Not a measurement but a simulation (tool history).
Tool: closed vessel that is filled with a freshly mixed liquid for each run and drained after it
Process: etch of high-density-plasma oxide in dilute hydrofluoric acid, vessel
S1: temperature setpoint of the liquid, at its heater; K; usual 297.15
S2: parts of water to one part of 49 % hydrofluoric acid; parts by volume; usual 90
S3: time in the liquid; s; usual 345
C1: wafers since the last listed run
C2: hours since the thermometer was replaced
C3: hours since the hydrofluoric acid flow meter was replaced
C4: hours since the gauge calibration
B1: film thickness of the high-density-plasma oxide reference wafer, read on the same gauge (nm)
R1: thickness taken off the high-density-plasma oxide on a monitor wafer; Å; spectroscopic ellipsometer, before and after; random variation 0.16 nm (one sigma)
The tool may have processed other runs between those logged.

{"run": 1, "hour": 0.0, "S1": 297.15, "S2": 90, "S3": 345, "C1": 0, "C2": 1714.4, "C3": 462.5, "C4": 229.7, "B1": 80.01, "R1": 295.3}
{"hour": 7.7, "done": "gauge calibrated"}
{"run": 2, "hour": 14.6, "S1": 297.15, "S2": 90, "S3": 345, "C1": 969, "C2": 1729.0, "C3": 477.1, "C4": 6.9, "B1": 79.98, "R1": 293.7}
{"run": 3, "hour": 22.9, "S1": 297.15, "S2": 90, "S3": 345, "C1": 551, "C2": 1737.3, "C3": 485.4, "C4": 15.2, "B1": 79.99, "R1": 293.8}
{"run": 4, "hour": 37.0, "S1": 297.15, "S2": 90, "S3": 345, "C1": 936, "C2": 1751.4, "C3": 499.5, "C4": 29.3, "B1": 79.99, "R1": 296.3}
{"run": 5, "hour": 53.7, "S1": 297.15, "S2": 90, "S3": 345, "C1": 1109, "C2": 1768.1, "C3": 516.2, "C4": 46.0, "B1": 80.01, "R1": 293.1}
{"run": 6, "hour": 63.6, "S1": 297.15, "S2": 65, "S3": 345, "C1": 657, "C2": 1778.0, "C3": 526.1, "C4": 55.9, "B1": 80.02, "R1": 419.0}
{"run": 7, "hour": 80.7, "S1": 297.15, "S2": 65, "S3": 345, "C1": 1135, "C2": 1795.1, "C3": 543.2, "C4": 73.0, "B1": 79.99, "R1": 418.5}
{"run": 8, "hour": 110.0, "S1": 297.15, "S2": 65, "S3": 345, "C1": 1946, "C2": 1824.4, "C3": 572.5, "C4": 102.3, "B1": 80.0, "R1": 420.5}
{"run": 9, "hour": 125.0, "S1": 297.15, "S2": 90, "S3": 345, "C1": 996, "C2": 1839.4, "C3": 587.5, "C4": 117.3, "B1": 80.0, "R1": 293.6}
{"run": 10, "hour": 143.0, "S1": 297.15, "S2": 90, "S3": 345, "C1": 1195, "C2": 1857.4, "C3": 605.5, "C4": 135.3, "B1": 80.0, "R1": 294.8}
{"hour": 148.2, "done": "thermometer replaced"}
{"run": 11, "hour": 155.6, "S1": 297.15, "S2": 90, "S3": 345, "C1": 770, "C2": 7.4, "C3": 618.1, "C4": 147.9, "B1": 80.03, "R1": 273.8}
{"run": 12, "hour": 166.1, "S1": 295.65, "S2": 130, "S3": 455, "C1": 697, "C2": 17.9, "C3": 628.6, "C4": 158.4, "B1": 80.01, "R1": 220.1}
{"run": 13, "hour": 180.3, "S1": 297.15, "S2": 60, "S3": 165, "C1": 943, "C2": 32.1, "C3": 642.8, "C4": 172.6, "B1": 80.01, "R1": 203.0}
{"hour": 190.1, "done": "hydrofluoric acid flow meter replaced"}
{"run": 14, "hour": 194.1, "S1": 297.15, "S2": 90, "S3": 345, "C1": 850, "C2": 45.9, "C3": 4.0, "C4": 186.4, "B1": 80.0, "R1": 275.9}
{"run": 15, "hour": 211.7, "S1": 301.65, "S2": 45, "S3": 345, "C1": 1169, "C2": 63.5, "C3": 21.6, "C4": 204.0, "B1": 80.01, "R1": 692.1}
{"run": 16, "hour": 223.7, "S1": 298.65, "S2": 125, "S3": 445, "C1": 797, "C2": 75.5, "C3": 33.6, "C4": 216.0, "B1": 79.99, "R1": 258.5}
{"run": 17, "hour": 237.6, "S1": 297.15, "S2": 90, "S3": 345, "C1": 923, "C2": 89.4, "C3": 47.5, "C4": 229.9, "B1": 80.02, "R1": 269.1}
{"run": 18, "hour": 262.2, "S1": 301.15, "S2": 90, "S3": 345, "C1": 1634, "C2": 114.0, "C3": 72.1, "C4": 254.5, "B1": 80.0, "R1": 317.8}
{"run": 19, "hour": 272.8, "S1": 297.15, "S2": 90, "S3": 345, "C1": 704, "C2": 124.6, "C3": 82.7, "C4": 265.1, "B1": 80.0, "R1": 275.0}
{"hour": 273.5, "done": "gauge calibrated"}
{"run": 20, "hour": 282.6, "S1": 299.65, "S2": 90, "S3": 345, "C1": 651, "C2": 134.4, "C3": 92.5, "C4": 9.1, "B1": 80.03, "R1": 302.7}
{"run": 21, "hour": 294.7, "S1": 298.65, "S2": 90, "S3": 345, "C1": 803, "C2": 146.5, "C3": 104.6, "C4": 21.2, "B1": 80.02, "R1": 292.9}
{"run": 22, "hour": 301.0, "S1": 297.15, "S2": 90, "S3": 345, "C1": 418, "C2": 152.8, "C3": 110.9, "C4": 27.5, "B1": 80.02, "R1": 274.3}
{"run": 23, "hour": 312.9, "S1": 297.15, "S2": 90, "S3": 195, "C1": 790, "C2": 164.7, "C3": 122.8, "C4": 39.4, "B1": 80.0, "R1": 156.0}
{"run": 24, "hour": 320.4, "S1": 297.15, "S2": 90, "S3": 345, "C1": 498, "C2": 172.2, "C3": 130.3, "C4": 46.9, "B1": 79.99, "R1": 272.2}
{"run": 25, "hour": 335.3, "S1": 297.15, "S2": 60, "S3": 445, "C1": 989, "C2": 187.1, "C3": 145.2, "C4": 61.8, "B1": 80.0, "R1": 552.6}
{"run": 26, "hour": 353.1, "S1": 297.15, "S2": 90, "S3": 260, "C1": 1182, "C2": 204.9, "C3": 163.0, "C4": 79.6, "B1": 80.01, "R1": 206.8}
{"run": 27, "hour": 364.5, "S1": 298.65, "S2": 90, "S3": 450, "C1": 757, "C2": 216.3, "C3": 174.4, "C4": 91.0, "B1": 79.98, "R1": 382.6}
{"run": 28, "hour": 375.3, "S1": 299.65, "S2": 110, "S3": 465, "C1": 717, "C2": 227.1, "C3": 185.2, "C4": 101.8, "B1": 80.03, "R1": 327.8}
{"run": 29, "hour": 381.6, "S1": 292.65, "S2": 60, "S3": 175, "C1": 418, "C2": 233.4, "C3": 191.5, "C4": 108.1, "B1": 79.97, "R1": 180.6}
{"run": 30, "hour": 388.5, "S1": 297.15, "S2": 90, "S3": 405, "C1": 458, "C2": 240.3, "C3": 198.4, "C4": 115.0, "B1": 79.99, "R1": 324.0}
{"run": 31, "hour": 398.5, "S1": 297.15, "S2": 90, "S3": 260, "C1": 664, "C2": 250.3, "C3": 208.4, "C4": 125.0, "B1": 79.98, "R1": 208.5}
{"run": 32, "hour": 405.5, "S1": 297.15, "S2": 90, "S3": 345, "C1": 465, "C2": 257.3, "C3": 215.4, "C4": 132.0, "B1": 80.0, "R1": 275.2}

Give the tool's hidden conditions for every run:
hydrofluoric acid flow above the setpoint (%): 0, the same for each run
gauge reads high (%): 0, the same for each run
H1: liquid hotter than its thermometer reads (K)
run=1 H1=2.12
run=2 H1=2.14
run=3 H1=2.15
run=4 H1=2.17
run=5 H1=2.19
run=6 H1=2.2
run=7 H1=2.22
run=8 H1=2.25
run=9 H1=2.27
run=10 H1=2.29
run=11 H1=0.246
run=12 H1=0.258
run=13 H1=0.274
run=14 H1=0.29
run=15 H1=0.31
run=16 H1=0.324
run=17 H1=0.34
run=18 H1=0.368
run=19 H1=0.38
run=20 H1=0.391
run=21 H1=0.405
run=22 H1=0.413
run=23 H1=0.426
run=24 H1=0.435
run=25 H1=0.452
run=26 H1=0.472
run=27 H1=0.485
run=28 H1=0.498
run=29 H1=0.505
run=30 H1=0.513
run=31 H1=0.524
run=32 H1=0.532

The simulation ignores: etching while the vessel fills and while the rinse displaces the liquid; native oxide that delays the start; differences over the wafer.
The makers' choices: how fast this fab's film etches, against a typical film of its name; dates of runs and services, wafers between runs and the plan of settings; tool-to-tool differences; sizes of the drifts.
